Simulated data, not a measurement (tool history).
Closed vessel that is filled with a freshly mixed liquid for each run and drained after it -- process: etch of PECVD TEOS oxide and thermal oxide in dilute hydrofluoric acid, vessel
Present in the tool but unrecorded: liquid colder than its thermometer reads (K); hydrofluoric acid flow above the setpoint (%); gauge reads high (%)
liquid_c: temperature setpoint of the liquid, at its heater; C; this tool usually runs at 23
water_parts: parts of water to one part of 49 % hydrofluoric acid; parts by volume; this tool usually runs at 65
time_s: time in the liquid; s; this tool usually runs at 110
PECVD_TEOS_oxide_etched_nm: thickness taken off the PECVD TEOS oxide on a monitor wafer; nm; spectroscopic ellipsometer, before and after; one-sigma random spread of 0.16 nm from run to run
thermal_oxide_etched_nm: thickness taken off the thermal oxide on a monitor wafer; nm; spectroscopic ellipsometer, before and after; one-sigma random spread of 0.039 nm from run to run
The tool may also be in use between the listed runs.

run   hour  liquid_c  water_parts  time_s  wafers since the last listed run  hours since the thermometer was replaced  hours since the hydrofluoric acid flow meter was replaced  hours since the gauge calibration  read-back film thickness of the PECVD TEOS oxide reference wafer, read on the same gauge (nm)  read-back film thickness of the thermal oxide reference wafer, read on the same gauge (nm)  PECVD_TEOS_oxide_etched_nm  thermal_oxide_etched_nm
  1      0      21.5           65     110                                 0                                    1933.3                                                       1852                              224.9                                                                                          89.99                                                                                      120.04                       33.25                     6.59
  2   14.5      21.5           65     110                              1122                                    1947.8                                                     1866.5                              239.4                                                                                          90.04                                                                                      120.04                       33.24                      6.6
  3     47      21.5           65     110                              2516                                    1980.3                                                       1899                              271.9                                                                                          89.97                                                                                      119.98                        33.2                     6.59
  4   69.9        23           50     155                              1773                                    2003.2                                                     1921.9                              294.8                                                                                             90                                                                                      120.02                       66.01                    13.07
  5   88.3        23           50     155                              1424                                    2021.6                                                     1940.3                              313.2                                                                                          90.03                                                                                      119.97                       65.75                    13.12
  6  108.1        23           50     155                              1533                                    2041.4                                                     1960.1                                333                                                                                          90.02                                                                                      120.03                       65.69                    13.04
  7  128.4        25           65      85                              1571                                    2061.7                                                     1980.4                              353.3                                                                                          90.03                                                                                      120.05                        29.5                     5.89
  8  146.8        23           65     110                              1424                                    2080.1                                                     1998.8                              371.7                                                                                          90.01                                                                                      120.02                       34.96                     7.04
  9  160.6        23           65     110                              1068                                    2093.9                                                     2012.6                              385.5                                                                                          89.99                                                                                      119.98                       35.27                     7.01
 10  184.9        23           65     110                              1881                                    2118.2                                                     2036.9                              409.8                                                                                          90.04                                                                                      120.05                       35.05                     6.98
 11  202.8        23           65     110                              1385                                    2136.1                                                     2054.8                              427.7                                                                                          89.98                                                                                      120.01                       35.01                     6.97
 12  220.2        19           85      55                              1347                                    2153.5                                                     2072.2                              445.1                                                                                          90.01                                                                                         120                       11.05                     2.21
 13  247.9      24.5           50      45                              2144                                    2181.2                                                     2099.9                              472.8                                                                                          89.99                                                                                      119.99                       20.06                     4.01
 14  268.8        26           40      90                              1618                                    2202.1                                                     2120.8                              493.7                                                                                          89.98                                                                                      119.98                       54.32                    10.83

Run 15 comes next. What will it give?
     285.1  -- gauge calibrated
 15   294        23           65     110                              1951                                    2227.3                                                       2146                                8.9                                                                                              ?                                                                                           ?                           ?                        ?

{"run 15": {"read-back film thickness of the PECVD TEOS oxide reference wafer, read on the same gauge (nm)": 89.98, "read-back film thickness of the thermal oxide reference wafer, read on the same gauge (nm)": 119.99, "PECVD_TEOS_oxide_etched_nm": 34.76, "thermal_oxide_etched_nm": 6.98}}
On a tool with no hidden condition, and with the same random variation, this run would have come out at PECVD_TEOS_oxide_etched_nm 38.22 nm, thermal_oxide_etched_nm 7.67 nm.

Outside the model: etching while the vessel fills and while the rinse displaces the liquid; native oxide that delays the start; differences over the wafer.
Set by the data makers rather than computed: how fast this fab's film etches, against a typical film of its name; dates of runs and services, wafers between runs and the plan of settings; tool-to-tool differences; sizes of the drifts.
